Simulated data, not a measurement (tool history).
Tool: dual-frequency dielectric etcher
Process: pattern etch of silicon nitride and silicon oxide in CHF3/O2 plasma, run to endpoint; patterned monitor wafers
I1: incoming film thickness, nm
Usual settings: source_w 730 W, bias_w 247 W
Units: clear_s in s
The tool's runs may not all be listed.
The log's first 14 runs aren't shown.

run 15 hour=319.2 | source_w=800 bias_w=270 | I1=318.2 | clear_s=174.1
run 16 hour=334.4 | source_w=730 bias_w=247 | I1=316.9 | clear_s=185.3
run 17 hour=347.6 | source_w=630 bias_w=263 | I1=317.6 | clear_s=189.6
-- hour=404.3 upper electrode replaced
run 18 hour=404.8 | source_w=900 bias_w=218 | I1=315.0 | clear_s=179.4
run 19 hour=405.1 | source_w=600 bias_w=247 | I1=319.1 | clear_s=197.7
run 20 hour=415.5 | source_w=730 bias_w=247 | I1=316.7 | clear_s=184.9
run 21 hour=446.2 | source_w=670 bias_w=247 | I1=321.2 | clear_s=190.7
run 22 hour=516.4 | source_w=800 bias_w=224 | I1=316.4 | clear_s=185.4
run 23 hour=531.1 | source_w=730 bias_w=247 | I1=315.6 | clear_s=183.6
run 24 hour=556.0 | source_w=850 bias_w=192 | I1=315.4 | clear_s=191.5

The next listed run, before its measurement:
run 25 hour=580.8 | source_w=660 bias_w=247 | I1=318.9 | clear_s=?

Run 25 gave clear_s 190.6 s.
Without the tool's hidden state the same run would have given clear_s 191.8 s.
